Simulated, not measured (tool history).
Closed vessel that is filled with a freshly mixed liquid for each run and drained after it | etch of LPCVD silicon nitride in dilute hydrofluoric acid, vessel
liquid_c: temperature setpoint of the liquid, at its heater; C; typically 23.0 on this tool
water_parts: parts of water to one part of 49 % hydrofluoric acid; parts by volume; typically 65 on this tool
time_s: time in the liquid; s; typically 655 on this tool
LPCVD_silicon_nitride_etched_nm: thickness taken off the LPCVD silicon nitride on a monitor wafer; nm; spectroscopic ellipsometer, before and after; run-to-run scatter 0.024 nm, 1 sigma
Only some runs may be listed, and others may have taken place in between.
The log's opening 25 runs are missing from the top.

run   hour  liquid_c  water_parts  time_s  read-back film thickness of the LPCVD silicon nitride reference wafer, read on the same gauge (nm)  LPCVD_silicon_nitride_etched_nm
 26  646.0      21.0           40     755                                                                                             129.966                            8.108
 27  666.1      23.0           65     850                                                                                             129.980                            6.498
 28  699.4      26.0           65     655                                                                                             130.041                            6.120
 29  771.2      23.0           65     655                                                                                             129.992                            5.069
 30  787.1      18.5           65     320                                                                                             130.020                            1.803
 31  807.7      27.5           95     375                                                                                             129.980                            2.677
 32  867.6      23.0           65     655                                                                                             130.014                            5.117
 33  885.4      23.0           65     885                                                                                             129.980                            6.914

Branching from run 33: 3 alternative next runs. What would each branch give?
  A  886.2      23.0           65     360                                                                                                   ?                                ?
  B  886.2      20.5           50     485                                                                                                   ?                                ?
  C  886.2      20.0           65     655                                                                                                   ?                                ?

run  read-back film thickness of the LPCVD silicon nitride reference wafer, read on the same gauge (nm)  LPCVD_silicon_nitride_etched_nm
  A                                                                                             130.007                            2.801
  B                                                                                             130.007                            4.108
  C                                                                                             130.007                            4.151
Without the tool's unlogged condition, the same runs would have read:
run  LPCVD_silicon_nitride_etched_nm
  A                            2.694
  B                            3.953
  C                            3.994
